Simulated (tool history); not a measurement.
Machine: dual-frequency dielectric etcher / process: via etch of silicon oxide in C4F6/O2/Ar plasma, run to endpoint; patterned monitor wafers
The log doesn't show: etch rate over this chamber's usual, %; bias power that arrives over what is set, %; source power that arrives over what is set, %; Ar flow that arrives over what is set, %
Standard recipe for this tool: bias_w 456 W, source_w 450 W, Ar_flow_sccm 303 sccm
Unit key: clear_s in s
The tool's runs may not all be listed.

run,hour,bias_w,source_w,Ar_flow_sccm,wafers since the last listed run,hours since the last wet clean,hours since the last bias power generator calibration,hours since the last source power generator calibration,hours since the last Ar flow controller change,hours since the last upper electrode change,"incoming incoming film thickness, nm",clear_s
1,0,456,450,303,0,205.1,886.6,1849.9,658.1,2835.3,62.9,14.5
2,98.3,456,450,277,1733,303.4,984.9,1948.2,756.4,2933.6,63,14.4
3,143.3,456,450,277,793,348.4,1029.9,1993.2,801.4,2978.6,63.8,14.6
4,238.3,456,450,303,1675,443.4,1124.9,2088.2,896.4,3073.6,63.3,14.6
5,333.7,456,450,303,1682,538.8,1220.3,2183.6,991.8,3169,62.9,14.5
6,433.6,456,450,303,1761,638.7,1320.2,2283.5,1091.7,3268.9,63.1,14.6
7,523.5,456,450,303,1585,728.6,1410.1,2373.4,1181.6,3358.8,62.9,14.6
8,566.3,456,450,303,754,771.4,1452.9,2416.2,1224.4,3401.6,63.1,14.5
# hour 593.9: wet clean of the chamber
9,656.4,456,450,303,1165,62.5,1543,2506.3,1314.5,3491.7,62.8,14.6
# hour 689.7: source power generator calibrated
10,735.5,530,490,348,1324,141.6,1622.1,45.8,1393.6,3570.8,63.6,13.9
# hour 791.2: upper electrode replaced
11,801.1,488,520,280,733,207.2,1687.7,111.4,1459.2,9.9,63.6,13.8
12,846,530,340,260,791,252.1,1732.6,156.3,1504.1,54.8,63,14.5
13,934.1,526,420,333,1553,340.2,1820.7,244.4,1592.2,142.9,62.8,14.2
14,972.9,351,500,275,684,379,1859.5,283.2,1631,181.7,63.5,15.1
15,1037.1,517,370,303,1132,443.2,1923.7,347.4,1695.2,245.9,63.2,14.6
16,1143.4,371,350,251,1874,549.5,2030,453.7,1801.5,352.2,63.1,15.8
17,1179.5,549,450,278,636,585.6,2066.1,489.8,1837.6,388.3,63.8,13.9
# hour 1197.6: Ar flow controller replaced
18,1273.1,456,540,303,1545,679.2,2159.7,583.4,75.5,481.9,63,13.8
19,1330,558,510,303,1003,736.1,2216.6,640.3,132.4,538.8,63.2,13.4
# hour 1381.2: wet clean of the chamber
20,1435.3,456,450,303,1433,54.1,2321.9,745.6,237.7,644.1,62.8,14.4
21,1507.8,456,450,303,1278,126.6,2394.4,818.1,310.2,716.6,62.8,14.5
22,1599.5,456,400,303,1617,218.3,2486.1,909.8,401.9,808.3,63.4,15
# hour 1610.7: bias power generator calibrated
23,1669.6,456,410,303,1165,288.4,58.9,979.9,472,878.4,62.7,14.5
24,1773.6,456,550,303,1834,392.4,162.9,1083.9,576,982.4,63.1,13.7
25,1866.3,456,450,329,1634,485.1,255.6,1176.6,668.7,1075.1,63.4,14.6
# hour 2100.2: wet clean of the chamber
26,2153.7,456,450,303,4645,53.5,543,1464,956.1,1362.5,63.4,14.5
27,2194.9,398,370,363,726,94.7,584.2,1505.2,997.3,1403.7,63.5,16
28,2277.8,456,450,303,1462,177.6,667.1,1588.1,1080.2,1486.6,63.2,14.6
29,2314.5,549,450,303,647,214.3,703.8,1624.8,1116.9,1523.3,63.3,13.8
30,2410.3,360,540,243,1689,310.1,799.6,1720.6,1212.7,1619.1,63.2,14.5

3 ways to go on from here, each from the tool as it stands after run 30. What would each give?
A,2410.7,456,450,376,7,310.5,800,1721,1213.1,1619.5,62.9,?
B,2410.7,354,520,325,7,310.5,800,1721,1213.1,1619.5,62.9,?
C,2410.7,456,450,346,7,310.5,800,1721,1213.1,1619.5,62.9,?

run,clear_s
A,14.8
B,15
C,14.7
Had the tool no hidden state, the same runs would have come out as:
run,clear_s
A,14.5
B,14.8
C,14.4

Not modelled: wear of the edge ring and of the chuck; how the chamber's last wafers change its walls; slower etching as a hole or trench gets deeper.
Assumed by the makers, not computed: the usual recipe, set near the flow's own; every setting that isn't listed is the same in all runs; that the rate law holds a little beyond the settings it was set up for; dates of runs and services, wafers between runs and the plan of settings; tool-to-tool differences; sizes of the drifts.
